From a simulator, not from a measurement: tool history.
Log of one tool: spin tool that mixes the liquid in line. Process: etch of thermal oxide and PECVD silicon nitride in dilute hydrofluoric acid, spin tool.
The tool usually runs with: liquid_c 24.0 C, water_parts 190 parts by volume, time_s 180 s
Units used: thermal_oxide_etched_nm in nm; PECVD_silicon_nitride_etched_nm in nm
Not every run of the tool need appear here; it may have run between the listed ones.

run,day,liquid_c,water_parts,time_s,"read-back film thickness of the thermal oxide reference wafer, read on the same gauge (nm)","read-back film thickness of the PECVD silicon nitride reference wafer, read on the same gauge (nm)",thermal_oxide_etched_nm,PECVD_silicon_nitride_etched_nm
1,0.000,24.0,190,180,30.015,100.050,4.683,4.711
2,0.662,24.0,190,180,30.000,99.989,4.750,4.734
3,1.196,24.0,190,180,30.018,100.000,4.781,4.700
4,1.854,24.0,190,180,30.000,99.999,4.709,4.770
# day 2.312: gauge calibrated
5,2.583,22.0,190,180,29.996,99.997,4.359,4.162
6,3.296,22.0,190,180,29.990,99.986,4.389,4.203
7,3.858,24.0,190,180,30.001,99.993,4.738,4.781
8,4.450,24.0,190,180,29.984,99.984,4.791,4.789
9,6.438,24.0,240,180,29.997,99.974,3.644,3.796
10,6.692,19.0,190,290,30.012,99.987,6.482,5.589
# day 7.017: hydrofluoric acid flow meter replaced
11,7.412,26.5,100,115,29.983,99.996,6.385,6.184
12,7.900,24.0,190,180,30.006,99.978,4.315,4.338
13,8.296,19.5,190,180,30.013,100.000,3.620,3.280
14,8.850,28.0,190,125,30.025,100.029,3.415,3.871
# day 9.417: thermometer replaced
15,9.438,24.0,190,105,30.020,100.014,2.547,2.559
16,10.096,24.0,115,135,30.042,100.014,5.788,5.438
17,10.779,28.0,190,270,30.015,99.986,7.493,8.435

The next listed run, before its measurement:
18,11.167,24.0,100,180,?,?,?,?

read-back film thickness of the thermal oxide reference wafer, read on the same gauge (nm): 30.000
read-back film thickness of the PECVD silicon nitride reference wafer, read on the same gauge (nm): 99.989
thermal_oxide_etched_nm: 9.010 nm
PECVD_silicon_nitride_etched_nm: 8.306 nm
The same run, on a tool lacking any hidden state, would have yielded thermal_oxide_etched_nm 8.788 nm, PECVD_silicon_nitride_etched_nm 8.126 nm.
